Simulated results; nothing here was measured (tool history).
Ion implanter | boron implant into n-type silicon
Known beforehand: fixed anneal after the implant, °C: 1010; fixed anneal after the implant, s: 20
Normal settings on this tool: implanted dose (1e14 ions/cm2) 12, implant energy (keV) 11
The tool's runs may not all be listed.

| run | hour | implanted dose (1e14 ions/cm2) | implant energy (keV) | read-back reference wafer on the same gauge, sheet resistance | sheet resistance of the implanted and annealed layer (ohm/square) |
|---|---|---|---|---|---|
| 1 | 0 | 12 | 13 | 110.04 | 114.81 |
| 2 | 16.6 | 12 | 13 | 110.02 | 114.4 |
| 3 | 30.6 | 12 | 11 | 110 | 118.94 |
| 4 | 64.3 | 12 | 11 | 109.93 | 119.27 |
| 5 | 93.9 | 12 | 11 | 110.04 | 119.66 |
|  | 142.3 | gauge calibrated |
|  | 191.4 | Faraday cup replaced and dose calibrated |
|  | 191.7 | extraction supply calibrated |
| 6 | 192.2 | 12 | 11 | 109.99 | 118.54 |
| 7 | 224.1 | 12 | 11 | 110.05 | 118.34 |
| 8 | 256.6 | 12 | 11 | 110.05 | 118.64 |
| 9 | 288.2 | 12 | 15 | 110.01 | 110.16 |
| 10 | 316.7 | 14.83 | 9 | 110.01 | 114.34 |
| 11 | 352.2 | 12.99 | 13.5 | 109.93 | 107.21 |
| 12 | 364.8 | 12 | 11 | 109.96 | 118.31 |
| 13 | 390.3 | 12 | 11 | 109.89 | 118.34 |
| 14 | 410 | 8.44 | 15 | 109.99 | 144.98 |
| 15 | 428.1 | 13.2 | 14 | 109.97 | 105.06 |
| 16 | 453.5 | 12 | 11 | 110.01 | 118.12 |
| 17 | 473.4 | 15.13 | 11 | 110.02 | 105.49 |

Forecast each of these 4 alternatives for the next run:
| A | 473.8 | 12 | 11 | ? | ? |
| B | 473.8 | 13.38 | 8 | ? | ? |
| C | 473.8 | 12.97 | 12.5 | ? | ? |
| D | 473.8 | 15.16 | 8 | ? | ? |

| run | read-back reference wafer on the same gauge, sheet resistance | sheet resistance of the implanted and annealed layer (ohm/square) |
|---|---|---|
| A | 109.99 | 118.08 |
| B | 109.99 | 123.86 |
| C | 109.99 | 109.19 |
| D | 109.99 | 118.84 |
Had the tool no hidden state, the same runs would have come out as:
| run | sheet resistance of the implanted and annealed layer (ohm/square) |
|---|---|
| A | 117.76 |
| B | 123.65 |
| C | 108.89 |
| D | 118.68 |
